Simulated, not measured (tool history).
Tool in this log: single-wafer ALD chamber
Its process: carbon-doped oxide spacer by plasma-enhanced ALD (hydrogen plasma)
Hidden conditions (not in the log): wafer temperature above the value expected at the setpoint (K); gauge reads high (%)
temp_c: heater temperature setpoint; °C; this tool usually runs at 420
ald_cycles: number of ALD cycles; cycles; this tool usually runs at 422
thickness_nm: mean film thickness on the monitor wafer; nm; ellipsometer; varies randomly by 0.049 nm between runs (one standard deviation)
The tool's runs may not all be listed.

run     day  temp_c  ald_cycles  wafers since the last listed run  hours since the last thermocouple change  hours since the gauge calibration  read-back reference wafer on the same gauge, thickness_nm  thickness_nm
  1   0.000     420         422                                 0                                    1526.4                              397.1                                                     19.184        19.386
      1.050  -- gauge calibrated
  2   1.317     420         422                                22                                    1558.0                                6.4                                                     19.450        19.557
  3   2.788     420         422                                24                                    1593.3                               41.7                                                     19.419        19.612
  4   4.054     417         422                                21                                    1623.7                               72.1                                                     19.410        19.687
  5   5.054     420         472                                16                                    1647.7                               96.1                                                     19.371        21.901
  6   8.817     420         472                                63                                    1738.0                              186.4                                                     19.307        21.778
  7  10.008     428         422                                20                                    1766.6                              215.0                                                     19.298        18.965
  8  11.238     428         422                                20                                    1796.1                              244.5                                                     19.272        19.018
     12.812  -- thermocouple changed; heater temperature recalibrated
  9  12.833     428         422                                21                                       0.5                              282.8                                                     19.242        18.912
 10  13.804     420         422                                16                                      23.8                              306.1                                                     19.226        19.403
 11  15.146     420         422                                22                                      56.0                              338.3                                                     19.198        19.405
 12  16.004     432         446                                14                                      76.6                              358.9                                                     19.184        19.564
 13  16.683     432         398                                11                                      92.9                              375.2                                                     19.165        17.531
     17.979  -- gauge calibrated
 14  18.150     432         358                                24                                     128.1                                4.1                                                     19.500        16.053
 15  19.183     424         492                                17                                     152.9                               28.9                                                     19.467        22.620
 16  19.862     405         347                                11                                     169.2                               45.2                                                     19.469        16.972
 17  21.346     420         422                                25                                     204.8                               80.8                                                     19.445        19.718
 18  22.267     416         400                                15                                     226.9                              102.9                                                     19.411        18.855
 19  23.362     420         422                                18                                     253.2                              129.2                                                     19.407        19.577
 20  24.162     420         422                                13                                     272.4                              148.4                                                     19.391        19.553
 21  25.375     420         399                                20                                     301.5                              177.5                                                     19.376        18.521
 22  26.271     405         500                                15                                     323.0                              199.0                                                     19.344        24.263

Hidden state or all else? Some run-to-run changes of thickness_nm, split into what the settings, what came in and random variation would give without the hidden state, and what is left for the hidden state (with any gauge scatter that isn't in both results):
Run 1 -> 2: gauge calibrated. thickness_nm +0.171 nm: hidden state +0.263, all else -0.092.
Run 13 -> 14: ald_cycles 398 -> 358, gauge calibrated. thickness_nm -1.478 nm: hidden state +0.303, all else -1.781.
Run 14 -> 15: temp_c 432 -> 424, ald_cycles 358 -> 492. thickness_nm +6.567 nm: hidden state -0.023, all else +6.590.
Run 21 -> 22: temp_c 420 -> 405, ald_cycles 399 -> 500. thickness_nm +5.742 nm: hidden state -0.061, all else +5.803.

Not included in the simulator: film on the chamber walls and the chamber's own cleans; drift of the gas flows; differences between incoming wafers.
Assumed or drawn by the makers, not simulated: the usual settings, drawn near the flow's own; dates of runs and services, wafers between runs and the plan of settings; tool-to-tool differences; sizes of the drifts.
